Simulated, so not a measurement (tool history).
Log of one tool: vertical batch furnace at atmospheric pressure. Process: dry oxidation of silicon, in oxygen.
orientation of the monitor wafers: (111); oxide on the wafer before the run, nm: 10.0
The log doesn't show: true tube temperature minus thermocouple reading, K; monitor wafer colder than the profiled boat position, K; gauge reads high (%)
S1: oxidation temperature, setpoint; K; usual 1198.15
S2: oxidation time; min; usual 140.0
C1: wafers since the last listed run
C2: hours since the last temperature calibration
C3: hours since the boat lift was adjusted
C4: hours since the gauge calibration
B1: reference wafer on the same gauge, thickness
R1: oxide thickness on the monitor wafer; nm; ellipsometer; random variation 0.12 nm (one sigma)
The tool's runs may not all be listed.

| run | hour | S1 | S2 | C1 | C2 | C3 | C4 | B1 | R1 |
|---|---|---|---|---|---|---|---|---|---|
| 1 | 0.0 | 1198.15 | 111.0 | 0 | 2057.6 | 5020.2 | 727.5 | 63.82 | 59.28 |
| 2 | 106.2 | 1191.15 | 140.0 | 1193 | 2163.8 | 5126.4 | 833.7 | 63.81 | 64.93 |
| 3 | 136.9 | 1191.15 | 140.0 | 345 | 2194.5 | 5157.1 | 864.4 | 63.80 | 64.78 |
| 4 | 149.4 | 1185.15 | 140.0 | 140 | 2207.0 | 5169.6 | 876.9 | 63.80 | 61.30 |
| 5 | 163.4 | 1185.15 | 140.0 | 157 | 2221.0 | 5183.6 | 890.9 | 63.77 | 61.61 |
| 6 | 188.4 | 1206.15 | 140.0 | 281 | 2246.0 | 5208.6 | 915.9 | 63.80 | 73.95 |
| 7 | 222.8 | 1210.15 | 140.0 | 386 | 2280.4 | 5243.0 | 950.3 | 63.79 | 75.99 |
| 8 | 236.2 | 1210.15 | 140.0 | 150 | 2293.8 | 5256.4 | 963.7 | 63.81 | 76.29 |
| 9 | 250.0 | 1210.15 | 140.0 | 155 | 2307.6 | 5270.2 | 977.5 | 63.77 | 76.46 |
| 10 | 263.7 | 1187.15 | 140.0 | 154 | 2321.3 | 5283.9 | 991.2 | 63.78 | 62.75 |
| 11 | 276.2 | 1198.15 | 155.5 | 140 | 2333.8 | 5296.4 | 1003.7 | 63.80 | 74.17 |
|  | 357.2 | thermocouples replaced and temperature profile calibrated |
| 12 | 357.7 | 1198.15 | 155.5 | 646 | 0.5 | 5377.9 | 1085.2 | 63.77 | 71.41 |
| 13 | 364.3 | 1186.15 | 105.5 | 74 | 7.1 | 5384.5 | 1091.8 | 63.77 | 49.83 |
|  | 413.7 | boat lift adjusted |
| 14 | 460.3 | 1186.15 | 105.5 | 809 | 103.1 | 46.6 | 1187.8 | 63.81 | 51.59 |
| 15 | 481.3 | 1222.15 | 109.0 | 236 | 124.1 | 67.6 | 1208.8 | 63.84 | 70.61 |
| 16 | 514.3 | 1220.15 | 189.0 | 371 | 157.1 | 100.6 | 1241.8 | 63.78 | 99.20 |
| 17 | 544.0 | 1198.15 | 140.0 | 333 | 186.8 | 130.3 | 1271.5 | 63.79 | 69.01 |
| 18 | 564.9 | 1176.15 | 172.5 | 234 | 207.7 | 151.2 | 1292.4 | 63.79 | 64.57 |
| 19 | 598.1 | 1179.15 | 201.5 | 373 | 240.9 | 184.4 | 1325.6 | 63.77 | 73.36 |
|  | 605.6 | gauge calibrated |
| 20 | 624.9 | 1205.15 | 190.0 | 301 | 267.7 | 211.2 | 19.3 | 63.80 | 89.00 |
| 21 | 658.9 | 1180.15 | 120.5 | 382 | 301.7 | 245.2 | 53.3 | 63.82 | 53.30 |
| 22 | 681.0 | 1185.15 | 189.0 | 248 | 323.8 | 267.3 | 75.4 | 63.78 | 74.30 |
| 23 | 704.7 | 1190.15 | 206.5 | 266 | 347.5 | 291.0 | 99.1 | 63.80 | 82.77 |
| 24 | 726.7 | 1215.15 | 91.0 | 247 | 369.5 | 313.0 | 121.1 | 63.77 | 59.98 |
| 25 | 755.1 | 1179.15 | 183.0 | 319 | 397.9 | 341.4 | 149.5 | 63.85 | 69.10 |
| 26 | 778.8 | 1198.15 | 93.5 | 266 | 421.6 | 365.1 | 173.2 | 63.82 | 53.19 |
| 27 | 814.0 | 1198.15 | 140.0 | 395 | 456.8 | 400.3 | 208.4 | 63.78 | 68.83 |
| 28 | 848.2 | 1198.15 | 121.0 | 384 | 491.0 | 434.5 | 242.6 | 63.78 | 62.82 |
| 29 | 874.8 | 1182.15 | 115.0 | 299 | 517.6 | 461.1 | 269.2 | 63.80 | 52.83 |
| 30 | 888.3 | 1184.15 | 163.5 | 151 | 531.1 | 474.6 | 282.7 | 63.80 | 67.32 |
| 31 | 913.9 | 1216.15 | 181.0 | 287 | 556.7 | 500.2 | 308.3 | 63.85 | 94.22 |
| 32 | 941.9 | 1198.15 | 140.0 | 314 | 584.7 | 528.2 | 336.3 | 63.82 | 69.10 |
| 33 | 976.7 | 1185.15 | 140.0 | 391 | 619.5 | 563.0 | 371.1 | 63.80 | 61.58 |
| 34 | 998.8 | 1174.15 | 97.0 | 248 | 641.6 | 585.1 | 393.2 | 63.80 | 44.29 |
| 35 | 1020.4 | 1198.15 | 140.0 | 242 | 663.2 | 606.7 | 414.8 | 63.82 | 68.82 |
| 36 | 1053.5 | 1210.15 | 85.5 | 372 | 696.3 | 639.8 | 447.9 | 63.79 | 55.53 |
| 37 | 1088.3 | 1198.15 | 140.0 | 391 | 731.1 | 674.6 | 482.7 | 63.83 | 69.09 |
| 38 | 1161.2 | 1219.15 | 199.0 | 819 | 804.0 | 747.5 | 555.6 | 63.77 | 102.25 |

What the log doesn't show, run by run:
gauge reads high (%): 0 in every run
H1: true tube temperature minus thermocouple reading, K
H2: monitor wafer colder than the profiled boat position, K
| run | H1 | H2 |
|---|---|---|
| 1 | 4.06 | 3.56 |
| 2 | 4.46 | 3.7 |
| 3 | 4.58 | 3.74 |
| 4 | 4.63 | 3.76 |
| 5 | 4.69 | 3.78 |
| 6 | 4.79 | 3.82 |
| 7 | 4.93 | 3.86 |
| 8 | 4.98 | 3.88 |
| 9 | 5.04 | 3.9 |
| 10 | 5.1 | 3.92 |
| 11 | 5.15 | 3.94 |
| 12 | 0.691 | 4.05 |
| 13 | 0.691 | 4.06 |
| 14 | 0.7 | 0.123 |
| 15 | 0.705 | 0.123 |
| 16 | 0.713 | 0.124 |
| 17 | 0.722 | 0.125 |
| 18 | 0.729 | 0.126 |
| 19 | 0.743 | 0.127 |
| 20 | 0.755 | 0.129 |
| 21 | 0.772 | 0.131 |
| 22 | 0.785 | 0.132 |
| 23 | 0.799 | 0.134 |
| 24 | 0.813 | 0.136 |
| 25 | 0.832 | 0.138 |
| 26 | 0.85 | 0.141 |
| 27 | 0.877 | 0.144 |
| 28 | 0.906 | 0.148 |
| 29 | 0.931 | 0.151 |
| 30 | 0.943 | 0.153 |
| 31 | 0.968 | 0.156 |
| 32 | 0.997 | 0.16 |
| 33 | 1.03 | 0.165 |
| 34 | 1.06 | 0.168 |
| 35 | 1.08 | 0.172 |
| 36 | 1.12 | 0.177 |
| 37 | 1.17 | 0.184 |
| 38 | 1.27 | 0.197 |

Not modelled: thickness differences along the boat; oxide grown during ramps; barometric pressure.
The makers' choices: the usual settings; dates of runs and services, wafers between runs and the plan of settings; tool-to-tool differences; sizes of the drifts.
